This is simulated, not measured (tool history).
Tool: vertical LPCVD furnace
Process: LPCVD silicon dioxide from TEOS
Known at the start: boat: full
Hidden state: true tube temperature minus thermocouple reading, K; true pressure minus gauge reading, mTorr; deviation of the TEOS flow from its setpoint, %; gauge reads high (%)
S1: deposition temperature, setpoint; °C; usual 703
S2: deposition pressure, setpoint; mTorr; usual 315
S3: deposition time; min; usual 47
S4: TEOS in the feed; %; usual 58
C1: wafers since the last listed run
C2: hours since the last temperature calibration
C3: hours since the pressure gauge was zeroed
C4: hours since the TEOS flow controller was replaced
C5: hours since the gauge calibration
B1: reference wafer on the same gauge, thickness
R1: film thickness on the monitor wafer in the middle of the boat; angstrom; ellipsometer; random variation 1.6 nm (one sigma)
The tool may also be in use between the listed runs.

run	hour	S1	S2	S3	S4	C1	C2	C3	C4	C5	B1	R1
1	0	703	315	47	58	0	2325.8	1882.8	5533.9	121	337.39	3891.1
2	56.3	703	315	47	58	1117	2382.1	1939.1	5590.2	177.3	337.29	3877.7
3	82.1	703	315	47	58	512	2407.9	1964.9	5616	203.1	337.33	3885.9
4	135.6	703	335	47	58	1061	2461.4	2018.4	5669.5	256.6	337.32	4005.6
5	188.5	703	335	47	58	1049	2514.3	2071.3	5722.4	309.5	337.06	3982.3
6	230.7	703	315	47	58	837	2556.5	2113.5	5764.6	351.7	336.69	3856.5
7	280.7	703	315	47	58	992	2606.5	2163.5	5814.6	401.7	336.72	3916.6
# hour 328.2: thermocouples replaced and temperature profile calibrated
8	328.7	703	315	47	58	476	0.5	2211.5	5862.6	449.7	337.16	4096.3
9	428.9	703	315	47	66	1988	100.7	2311.7	5962.8	549.9	336.99	4404.5
# hour 485.8: thermocouples replaced and temperature profile calibrated, repeated, since the last time left the tool worse
10	486.3	703	315	33.5	58	662	0.5	2369.1	6020.2	607.3	336.97	2638
11	514.9	703	315	33.5	58	567	29.1	2397.7	6048.8	635.9	337.07	2618.6
12	553.2	694	315	57.5	58	760	67.4	2436	6087.1	674.2	337.16	3652.6
# hour 563: gauge calibrated
13	621.4	703	315	47	58	1353	135.6	2504.2	6155.3	58.4	337.12	3725.8
14	681.8	703	315	47	58	1198	196	2564.6	6215.7	118.8	336.91	3733.1
# hour 744.6: pressure gauge zeroed
15	747.9	703	315	60	58	835	262.1	3.3	6281.8	184.9	337.48	4762.3
# hour 781.1: TEOS flow controller replaced
16	809.3	703	315	47	58	742	323.5	64.7	28.2	246.3	336.91	3737
17	849.5	710	315	47	61	797	363.7	104.9	68.4	286.5	337.44	4534.8
18	876.6	703	270	47	63	537	390.8	132	95.5	313.6	337.41	3629.6
19	922	703	370	47	58	901	436.2	177.4	140.9	359	337.55	4054.9
20	947.5	706	350	60	58	506	461.7	202.9	166.4	384.5	337.09	5442.5
21	983.3	703	315	47	58	710	497.5	238.7	202.2	420.3	336.52	3766.7
22	1036.2	703	355	47	54	1049	550.4	291.6	255.1	473.2	337.14	3880.7

Forecast each of these 4 alternatives for the next run:
A	1040.6	703	315	57	58	87	554.8	296	259.5	477.6	?	?
B	1040.6	714	340	36.5	63	87	554.8	296	259.5	477.6	?	?
C	1040.6	693	355	33.5	65	87	554.8	296	259.5	477.6	?	?
D	1040.6	695	265	47	51	87	554.8	296	259.5	477.6	?	?

run	B1	R1
A	336.77	4588
B	336.77	4087.6
C	336.77	2400.7
D	336.77	2701.6
Without the tool's hidden state the same runs would have given:
run	R1
A	4453.2
B	3970.1
C	2328.7
D	2620.9
